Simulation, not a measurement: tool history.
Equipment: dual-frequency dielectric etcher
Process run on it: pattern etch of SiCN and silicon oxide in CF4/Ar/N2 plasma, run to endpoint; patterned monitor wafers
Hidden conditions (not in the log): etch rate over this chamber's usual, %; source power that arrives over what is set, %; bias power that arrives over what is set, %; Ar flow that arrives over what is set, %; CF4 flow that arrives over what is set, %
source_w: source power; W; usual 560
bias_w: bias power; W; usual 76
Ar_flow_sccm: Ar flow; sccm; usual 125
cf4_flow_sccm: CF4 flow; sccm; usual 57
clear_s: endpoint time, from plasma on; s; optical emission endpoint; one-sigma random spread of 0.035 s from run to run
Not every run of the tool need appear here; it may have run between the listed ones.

run	hour	source_w	bias_w	Ar_flow_sccm	cf4_flow_sccm	wafers since the last listed run	hours since the last wet clean	hours since the last source power generator calibration	hours since the last bias power generator calibration	hours since the last Ar flow controller change	hours since the last CF4 flow controller change	hours since the last upper electrode change	incoming incoming film thickness, nm	clear_s
1	0.0	560	76	125	57	0	551.8	1847.5	2231.9	1482.5	4060.0	2292.7	10.37	10.9
2	11.7	650	76	125	57	164	563.5	1859.2	2243.6	1494.2	4071.7	2304.4	10.23	9.7
3	21.2	650	76	125	57	133	573.0	1868.7	2253.1	1503.7	4081.2	2313.9	10.13	9.7
4	34.9	650	76	125	57	192	586.7	1882.4	2266.8	1517.4	4094.9	2327.6	10.22	9.7
5	45.3	480	76	125	57	146	597.1	1892.8	2277.2	1527.8	4105.3	2338.0	10.39	12.4
6	61.4	480	76	125	57	226	613.2	1908.9	2293.3	1543.9	4121.4	2354.1	10.45	12.5
# hour 65.9: bias power generator calibrated
# hour 76.7: source power generator calibrated
# hour 83.3: Ar flow controller replaced
# hour 89.8: wet clean of the chamber
7	90.3	560	76	105	57	118	0.5	13.6	24.4	7.0	4150.3	2383.0	10.39	9.6
8	90.6	560	76	105	57	4	0.8	13.9	24.7	7.3	4150.6	2383.3	10.29	9.6
9	90.9	560	76	104	57	4	1.1	14.2	25.0	7.6	4150.9	2383.6	10.33	9.6
# hour 100.0: CF4 flow controller replaced
# hour 115.8: wet clean of the chamber, repeated, since the last time left the tool worse
# hour 125.9: upper electrode replaced
10	126.4	600	58	125	47	51	10.6	49.7	60.5	43.1	26.4	0.5	10.29	12.3
11	126.7	470	76	103	57	4	10.9	50.0	60.8	43.4	26.7	0.8	10.22	11.6
12	127.0	560	76	125	57	4	11.2	50.3	61.1	43.7	27.0	1.1	10.43	10.7
13	129.4	650	76	125	57	33	13.6	52.7	63.5	46.1	29.4	3.5	10.24	9.4
14	164.3	560	76	125	57	490	48.5	87.6	98.4	81.0	64.3	38.4	10.26	10.6
15	173.1	560	93	125	57	123	57.3	96.4	107.2	89.8	73.1	47.2	10.33	9.5
16	183.3	680	66	110	63	143	67.5	106.6	117.4	100.0	83.3	57.4	10.24	9.4

Below are 3 alternative next runs, each starting from the tool's condition after run 16. Predict each:
A	183.7	560	76	125	57	5	67.9	107.0	117.8	100.4	83.7	57.8	10.28	?
B	183.7	420	91	125	57	5	67.9	107.0	117.8	100.4	83.7	57.8	10.28	?
C	183.7	560	76	112	69	5	67.9	107.0	117.8	100.4	83.7	57.8	10.28	?

run	clear_s
A	10.6
B	11.8
C	10.1
Without the tool's hidden state the same runs would have given:
run	clear_s
A	10.5
B	11.7
C	10.0
